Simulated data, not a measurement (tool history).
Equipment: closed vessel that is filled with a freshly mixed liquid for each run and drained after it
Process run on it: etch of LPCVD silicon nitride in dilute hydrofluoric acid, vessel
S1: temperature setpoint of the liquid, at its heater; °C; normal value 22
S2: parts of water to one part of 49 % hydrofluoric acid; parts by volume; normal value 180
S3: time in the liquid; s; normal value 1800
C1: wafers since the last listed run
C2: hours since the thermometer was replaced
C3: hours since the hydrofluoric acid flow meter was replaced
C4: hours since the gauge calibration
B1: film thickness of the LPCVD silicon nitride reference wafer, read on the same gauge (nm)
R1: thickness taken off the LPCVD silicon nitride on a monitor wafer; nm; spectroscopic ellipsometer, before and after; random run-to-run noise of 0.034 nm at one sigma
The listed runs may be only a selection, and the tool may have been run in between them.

run,day,S1,S2,S3,C1,C2,C3,C4,B1,R1
1,0,22,180,1800,0,18.5,642.8,1098.6,50.008,5.719
2,0.712,23,180,1800,426,35.6,659.9,1115.7,50.001,6.051
3,2.129,23,180,1800,847,69.6,693.9,1149.7,49.986,6.08
4,2.954,23,180,1800,493,89.4,713.7,1169.5,50.001,6.075
5,3.575,22,180,1800,371,104.3,728.6,1184.4,50.012,5.789
6,4.867,22,180,1800,772,135.3,759.6,1215.4,50.031,5.714
7,5.946,22,180,1800,645,161.2,785.5,1241.3,50.011,5.743
8,6.729,25.5,135,1120,468,180,804.3,1260.1,49.981,5.955
9,8.142,22,180,2140,845,213.9,838.2,1294,50.014,6.842
10,9.146,23.5,115,2765,600,238,862.3,1318.1,50.005,15.316
11,13.625,22,180,1800,2679,345.5,969.8,1425.6,50.01,5.884
12,15.475,22,150,1800,1106,389.9,1014.2,1470,49.992,6.997
13,16.312,25,120,1800,501,410,1034.3,1490.1,49.993,10.716
14,17.321,22,110,1800,603,434.2,1058.5,1514.3,50.014,9.463
15,18.667,25.5,120,1220,805,466.5,1090.8,1546.6,50.043,7.476
# day 18.817: hydrofluoric acid flow meter replaced
16,20.121,18,100,1800,845,501.4,31.3,1581.5,50.038,7.547
17,20.871,20,180,1460,448,519.4,49.3,1599.5,50.026,4.007
# day 21.65: gauge calibrated
18,22.1,22,180,1800,735,548.9,78.8,10.8,50.009,5.677
19,22.858,25.5,140,2820,453,567.1,97,29,50.005,14.35
20,24.188,22,180,1800,795,599,128.9,60.9,49.985,5.648
21,24.958,22,180,1800,461,617.5,147.4,79.4,50.026,5.633
22,25.767,26,180,1800,483,636.9,166.8,98.8,49.98,7.31
23,27.25,22,180,1800,887,672.5,202.4,134.4,49.988,5.69
24,28.412,22,205,1800,695,700.4,230.3,162.3,50.002,4.942
25,29.9,22,180,1800,889,736.1,266,198,50.013,5.757
26,31.167,22,180,975,757,766.5,296.4,228.4,50.049,3.073
27,31.879,24,180,1800,426,783.6,313.5,245.5,50.014,6.578
28,32.662,22,180,1800,468,802.4,332.3,264.3,50.002,5.799
29,33.908,24.5,150,1800,745,832.3,362.2,294.2,50.009,8.168
30,35.392,24,250,755,887,867.9,397.8,329.8,49.984,1.995
31,36.479,22,180,1800,650,894,423.9,355.9,49.964,5.809

Alternative continuations, all from the tool just after run 31; predict every row:
A,36.529,22,180,760,29,895.2,425.1,357.1,?,?
B,36.529,19,230,2130,29,895.2,425.1,357.1,?,?
C,36.529,26.5,180,1365,29,895.2,425.1,357.1,?,?
D,36.529,19,270,865,29,895.2,425.1,357.1,?,?
E,36.529,18,180,1800,29,895.2,425.1,357.1,?,?

run,B1,R1
A,50.046,2.434
B,50.046,4.417
C,50.046,5.816
D,50.046,1.536
E,50.046,4.428
Stripped of hidden state, with their random variation kept, the same runs would have yielded:
run,R1
A,2.297
B,4.17
C,5.492
D,1.451
E,4.176
